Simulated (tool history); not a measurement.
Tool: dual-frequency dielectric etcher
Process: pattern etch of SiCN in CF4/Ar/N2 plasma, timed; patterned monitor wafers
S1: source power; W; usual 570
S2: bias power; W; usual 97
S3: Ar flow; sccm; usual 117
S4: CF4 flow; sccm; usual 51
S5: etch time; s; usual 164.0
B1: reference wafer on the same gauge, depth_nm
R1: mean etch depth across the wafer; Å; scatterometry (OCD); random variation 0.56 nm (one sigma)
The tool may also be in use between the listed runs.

{"run": 1, "day": 0.0, "S1": 570, "S2": 97, "S3": 117, "S4": 51, "S5": 186.0, "B1": 161.0, "R1": 2007}
{"run": 2, "day": 1.708, "S1": 570, "S2": 78, "S3": 117, "S4": 51, "S5": 164.0, "B1": 161.0, "R1": 1545}
{"run": 3, "day": 3.992, "S1": 680, "S2": 89, "S3": 117, "S4": 51, "S5": 164.0, "B1": 161.2, "R1": 1989}
{"run": 4, "day": 5.3, "S1": 680, "S2": 89, "S3": 117, "S4": 51, "S5": 164.0, "B1": 161.0, "R1": 1984}
{"run": 5, "day": 7.696, "S1": 680, "S2": 89, "S3": 117, "S4": 51, "S5": 164.0, "B1": 161.1, "R1": 1984}
{"run": 6, "day": 9.583, "S1": 570, "S2": 97, "S3": 117, "S4": 51, "S5": 164.0, "B1": 160.8, "R1": 1751}
{"run": 7, "day": 13.746, "S1": 570, "S2": 97, "S3": 117, "S4": 51, "S5": 164.0, "B1": 161.0, "R1": 1738}
{"run": 8, "day": 16.683, "S1": 570, "S2": 97, "S3": 117, "S4": 46, "S5": 164.0, "B1": 161.0, "R1": 1703}
{"run": 9, "day": 19.0, "S1": 570, "S2": 97, "S3": 117, "S4": 51, "S5": 164.0, "B1": 160.9, "R1": 1765}
{"run": 10, "day": 20.396, "S1": 570, "S2": 97, "S3": 117, "S4": 51, "S5": 164.0, "B1": 161.2, "R1": 1762}
{"run": 11, "day": 26.625, "S1": 570, "S2": 97, "S3": 117, "S4": 51, "S5": 164.0, "B1": 161.1, "R1": 1802}
{"run": 12, "day": 27.667, "S1": 570, "S2": 97, "S3": 117, "S4": 40, "S5": 164.0, "B1": 161.1, "R1": 1711}
{"run": 13, "day": 29.062, "S1": 570, "S2": 81, "S3": 117, "S4": 58, "S5": 164.0, "B1": 161.0, "R1": 1636}
{"run": 14, "day": 30.129, "S1": 570, "S2": 110, "S3": 126, "S4": 51, "S5": 187.0, "B1": 160.9, "R1": 2185}
{"run": 15, "day": 31.479, "S1": 610, "S2": 78, "S3": 110, "S4": 51, "S5": 117.0, "B1": 160.9, "R1": 1190}
{"run": 16, "day": 32.692, "S1": 570, "S2": 97, "S3": 117, "S4": 51, "S5": 190.5, "B1": 161.0, "R1": 2067}
{"run": 17, "day": 34.162, "S1": 700, "S2": 97, "S3": 117, "S4": 51, "S5": 201.5, "B1": 160.9, "R1": 2690}

Not shown: 7 entries that the log had between the listed runs. Between which runs, and how does the tool's hidden state differ before and after?
Between runs 7 and 8: gauge calibrated (day 14.317)
  etch rate over this chamber's usual, %: -2.11 -> -2.4; source power that arrives over what is set, %: -2.35 -> -2.5
  measured less the result without the state, R1: -82 -> -88 Å
Between runs 8 and 9: wet clean of the chamber (day 18.283); upper electrode replaced (day 18.529)
  etch rate over this chamber's usual, %: -2.4 -> 0.0555; source power that arrives over what is set, %: -2.5 -> -2.61
  measured less the result without the state, R1: -88 -> -48 Å
Between runs 9 and 10: bias power generator calibrated (day 19.658)
  etch rate over this chamber's usual, %: 0.0555 -> -0.0815; source power that arrives over what is set, %: -2.61 -> -2.68
  measured less the result without the state, R1: -48 -> -52 Å
Between runs 10 and 11: source power generator calibrated (day 21.446); CF4 flow controller replaced (day 21.679); Ar flow controller replaced (day 23.021)
  etch rate over this chamber's usual, %: -0.0815 -> -0.692; source power that arrives over what is set, %: -2.68 -> -0.332
  measured less the result without the state, R1: -52 -> -18 Å

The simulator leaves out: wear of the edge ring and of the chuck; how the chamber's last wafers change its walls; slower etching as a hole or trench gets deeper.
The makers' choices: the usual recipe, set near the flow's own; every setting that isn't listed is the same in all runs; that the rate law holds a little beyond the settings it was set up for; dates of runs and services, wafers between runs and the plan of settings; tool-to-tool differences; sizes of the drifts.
